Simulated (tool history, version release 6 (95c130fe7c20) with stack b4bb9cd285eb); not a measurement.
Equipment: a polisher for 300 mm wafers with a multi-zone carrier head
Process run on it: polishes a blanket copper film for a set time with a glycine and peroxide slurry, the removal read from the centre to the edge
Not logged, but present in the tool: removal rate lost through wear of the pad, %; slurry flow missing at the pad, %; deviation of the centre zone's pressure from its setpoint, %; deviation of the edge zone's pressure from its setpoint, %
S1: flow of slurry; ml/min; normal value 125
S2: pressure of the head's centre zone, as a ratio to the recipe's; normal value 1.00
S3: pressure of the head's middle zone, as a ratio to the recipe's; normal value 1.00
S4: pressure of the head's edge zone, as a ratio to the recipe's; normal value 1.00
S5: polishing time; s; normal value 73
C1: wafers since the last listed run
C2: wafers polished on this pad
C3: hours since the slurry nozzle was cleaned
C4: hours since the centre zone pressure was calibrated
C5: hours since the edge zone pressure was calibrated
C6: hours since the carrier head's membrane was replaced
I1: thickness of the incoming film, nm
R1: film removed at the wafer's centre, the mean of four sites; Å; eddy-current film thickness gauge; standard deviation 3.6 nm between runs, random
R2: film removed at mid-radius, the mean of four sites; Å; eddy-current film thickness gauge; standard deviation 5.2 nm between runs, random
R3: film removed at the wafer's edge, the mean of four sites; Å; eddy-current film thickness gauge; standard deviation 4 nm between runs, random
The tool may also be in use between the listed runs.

Run 1, day 0.000: usual settings but S3 0.93, S5 86 s; C1 0; C2 2317; C3 526.3; C4 537.1; C5 319.0; C6 214.2; I1 1702.9. Result: R1 4359 Å, R2 4143 Å, R3 4601 Å.
Run 2, day 2.779: usual settings but S1 90 ml/min, S4 0.90; C1 960; C2 3277; C3 593.0; C4 603.8; C5 385.7; C6 280.9; I1 1690.9. Result: R1 3340 Å, R2 3585 Å, R3 3479 Å.
Run 3, day 6.054: usual settings but S2 1.04, S4 1.11, S5 97 s; C1 1131; C2 4408; C3 671.6; C4 682.4; C5 464.3; C6 359.5; I1 1713.2. Result: R1 4971 Å, R2 5011 Å, R3 5321 Å.
At day 7.821: slurry nozzle cleaned.
Run 4, day 8.708: usual settings; C1 902; C2 5311; C3 21.3; C4 746.1; C5 528.0; C6 423.2; I1 1708.6. Result: R1 3945 Å, R2 4228 Å, R3 4122 Å.
Run 5, day 11.758: usual settings but S1 105 ml/min, S2 1.08, S3 0.93, S5 99 s; C1 1053; C2 6364; C3 94.5; C4 819.3; C5 601.2; C6 496.4; I1 1658.1. Result: R1 5499 Å, R2 5116 Å, R3 5409 Å.
Run 6, day 15.992: usual settings; C1 1462; C2 7827; C3 196.1; C4 920.9; C5 702.8; C6 598.0; I1 1670.5. Result: R1 3779 Å, R2 4025 Å, R3 4015 Å.
At day 17.388: edge zone pressure recalibrated.
Run 7, day 17.875: usual settings but S1 100 ml/min, S3 1.09; C1 621; C2 8448; C3 241.3; C4 966.1; C5 11.7; C6 643.2; I1 1722.4. Result: R1 3500 Å, R2 4133 Å, R3 3827 Å.
Run 8, day 22.025: usual settings but S1 145 ml/min, S2 0.88, S3 1.10; C1 1433; C2 9882; C3 340.9; C4 1065.7; C5 111.3; C6 742.8; I1 1661.0. Result: R1 3287 Å, R2 4441 Å, R3 3988 Å.
Run 9, day 23.742: usual settings but S1 90 ml/min, S2 1.04, S3 0.89, S4 0.95; C1 593; C2 10475; C3 382.1; C4 1106.9; C5 152.5; C6 784.0; I1 1680.1. Result: R1 3474 Å, R2 3292 Å, R3 3568 Å.
At day 24.671: worn pad replaced by a new one.
At day 25.829: carrier head's membrane replaced by a new one.
At day 27.192: centre zone pressure recalibrated.
Run 10, day 27.700: usual settings; C1 1209; C2 945; C3 477.1; C4 12.2; C5 247.5; C6 44.9; I1 1716.1. Result: R1 3720 Å, R2 3917 Å, R3 3864 Å.
Run 11, day 31.092: usual settings but S4 1.10; C1 1171; C2 2116; C3 558.5; C4 93.6; C5 328.9; C6 126.3; I1 1676.3. Result: R1 3623 Å, R2 3704 Å, R3 4081 Å.
Run 12, day 33.496: usual settings but S1 100 ml/min, S3 1.04, S5 56 s; C1 830; C2 2947; C3 616.2; C4 151.3; C5 386.6; C6 184.0; I1 1712.8. Result: R1 2626 Å, R2 2875 Å, R3 2886 Å.
At day 34.038: slurry nozzle cleaned.
Run 13, day 36.762: usual settings but S2 0.95; C1 1114; C2 4061; C3 65.4; C4 229.7; C5 465.0; C6 262.4; I1 1667.6. Result: R1 3791 Å, R2 4109 Å, R3 4104 Å.
Run 14, day 40.338: usual settings but S5 97 s; C1 1235; C2 5296; C3 151.2; C4 315.5; C5 550.8; C6 348.2; I1 1700.6. Result: R1 5103 Å, R2 5267 Å, R3 5336 Å.
Run 15, day 42.962: usual settings; C1 906; C2 6203; C3 214.2; C4 378.5; C5 613.8; C6 411.2; I1 1687.6. Result: R1 3811 Å, R2 3932 Å, R3 3973 Å.
Run 16, day 46.946: usual settings but S1 140 ml/min, S3 1.11, S4 0.94, S5 61 s; C1 1376; C2 7579; C3 309.8; C4 474.1; C5 709.4; C6 506.8; I1 1698.4. Result: R1 3198 Å, R2 3593 Å, R3 3200 Å.
At day 48.942: edge zone pressure recalibrated.
Run 17, day 49.254: usual settings but S1 140 ml/min, S4 0.88; C1 768; C2 8347; C3 365.2; C4 529.5; C5 7.5; C6 562.2; I1 1723.1. Result: R1 3824 Å, R2 3930 Å, R3 3691 Å.
Run 18, day 51.625: usual settings; C1 819; C2 9166; C3 422.1; C4 586.4; C5 64.4; C6 619.1; I1 1685.1. Result: R1 3671 Å, R2 3968 Å, R3 3860 Å.
At day 53.454: carrier head's membrane replaced by a new one.
Run 19, day 53.475: usual settings but S2 0.95, S3 1.09, S4 0.97; C1 567; C2 9734; C3 466.5; C4 630.8; C5 108.8; C6 0.5; I1 1725.8. Result: R1 3501 Å, R2 4151 Å, R3 3836 Å.
At day 57.021: worn pad replaced by a new one.
Run 20, day 57.475: usual settings but S1 95 ml/min, S2 0.96, S3 1.05, S5 80 s; C1 1324; C2 156; C3 562.5; C4 726.8; C5 204.8; C6 96.5; I1 1689.8. Result: R1 3561 Å, R2 4006 Å, R3 4004 Å.
Run 21, day 60.179: usual settings but S1 165 ml/min, S4 0.93; C1 934; C2 1090; C3 627.4; C4 791.7; C5 269.7; C6 161.4; I1 1707.1. Result: R1 3822 Å, R2 4031 Å, R3 3891 Å.
Run 22, day 63.325: usual settings but S1 155 ml/min, S2 1.11; C1 1086; C2 2177; C3 702.9; C4 867.2; C5 345.2; C6 236.9; I1 1663.7. Result: R1 4162 Å, R2 3896 Å, R3 3881 Å.

Here are 4 independent what-if runs from the current tool condition. What would each one return?
Run A, day 63.342: usual settings; C1 5; C2 2183; C3 703.3; C4 867.6; C5 345.6; C6 237.3; I1 1676.5. Result: R1 ?, R2 ?, R3 ?.
Run B, day 63.342: usual settings but S1 100 ml/min; C1 5; C2 2183; C3 703.3; C4 867.6; C5 345.6; C6 237.3; I1 1676.5. Result: R1 ?, R2 ?, R3 ?.
Run C, day 63.342: usual settings but S1 155 ml/min, S5 96 s; C1 5; C2 2183; C3 703.3; C4 867.6; C5 345.6; C6 237.3; I1 1676.5. Result: R1 ?, R2 ?, R3 ?.
Run D, day 63.342: usual settings but S1 165 ml/min, S4 0.94, S5 54 s; C1 5; C2 2183; C3 703.3; C4 867.6; C5 345.6; C6 237.3; I1 1676.5. Result: R1 ?, R2 ?, R3 ?.

run    R1    R2    R3
  A  3571  3723  3862
  B  3366  3540  3738
  C  4949  5124  5236
  D  2824  2919  2884
With the hidden condition removed and each run's random variation left untouched, the same runs would have given:
run    R1    R2    R3
  A  4045  4100  4125
  B  3881  3954  4022
  C  5518  5570  5551
  D  3135  3161  3051
